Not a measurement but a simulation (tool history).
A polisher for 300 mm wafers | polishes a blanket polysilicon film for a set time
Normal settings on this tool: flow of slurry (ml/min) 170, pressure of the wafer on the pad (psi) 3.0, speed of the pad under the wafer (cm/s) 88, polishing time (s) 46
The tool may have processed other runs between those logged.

run   hour  flow of slurry (ml/min)  pressure of the wafer on the pad (psi)  speed of the pad under the wafer (cm/s)  polishing time (s)  incoming thickness of the incoming film, nm  film removed (nm)
  1    0.0                      170                                     3.0                                       88                  54                                        998.8              445.6
  2   35.7                      170                                     3.0                                       88                  54                                       1011.3              451.5
      43.4  -- worn pad replaced by a new one
      44.7  -- slurry nozzle cleaned
  3  119.6                      170                                     3.0                                       88                  54                                       1014.4              456.3
  4  150.3                      170                                     3.0                                       88                  46                                       1016.3              388.1
     157.3  -- worn pad replaced by a new one
  5  180.9                      170                                     3.0                                       88                  46                                       1001.6              398.6
  6  205.5                      170                                     3.0                                       88                  46                                       1011.4              402.5
  7  238.4                      185                                     3.0                                       74                  46                                       1017.4              369.0
     246.6  -- worn pad replaced by a new one
  8  261.4                      185                                     3.0                                       74                  46                                       1020.8              369.6
     279.3  -- head pressure recalibrated
  9  285.6                      185                                     3.0                                       74                  46                                       1004.3              344.9
     304.3  -- slurry nozzle cleaned
 10  313.9                      170                                     3.0                                       88                  46                                        997.3              383.2
 11  328.6                      200                                     3.0                                       88                  46                                        991.5              388.3
 12  342.3                      170                                     3.0                                       88                  46                                        995.9              386.1
     360.5  -- worn pad replaced by a new one
 13  368.8                      170                                     3.9                                       88                  39                                       1004.8              420.7
 14  392.4                      120                                     3.0                                       74                  58                                       1011.5              404.3
 15  407.0                      115                                     2.6                                      112                  52                                       1005.7              400.8
 16  427.7                      125                                     3.0                                      102                  46                                       1018.0              397.9
 17  447.1                      170                                     3.0                                       88                  46                                        999.3              389.0
     454.1  -- worn pad replaced by a new one
 18  481.4                      145                                     2.3                                       88                  46                                       1024.8              288.7
 19  504.9                      230                                     2.6                                       88                  46                                       1018.0              354.8

Forecast each of these 5 alternatives for the next run:
  A  505.3                      170                                     2.4                                       88                  46                                       1017.8                  ?
  B  505.3                      130                                     3.7                                      116                  46                                       1017.8                  ?
  C  505.3                      170                                     2.3                                       88                  46                                       1017.8                  ?
  D  505.3                      215                                     3.0                                       72                  46                                       1017.8                  ?
  E  505.3                      170                                     2.1                                       88                  37                                       1017.8                  ?

run  film removed (nm)
  A              316.5
  B              552.1
  C              303.4
  D              364.6
  E              222.8
Had the tool no hidden state, the same runs would have come out as:
run  film removed (nm)
  A              294.9
  B              514.3
  C              282.6
  D              339.6
  E              207.5
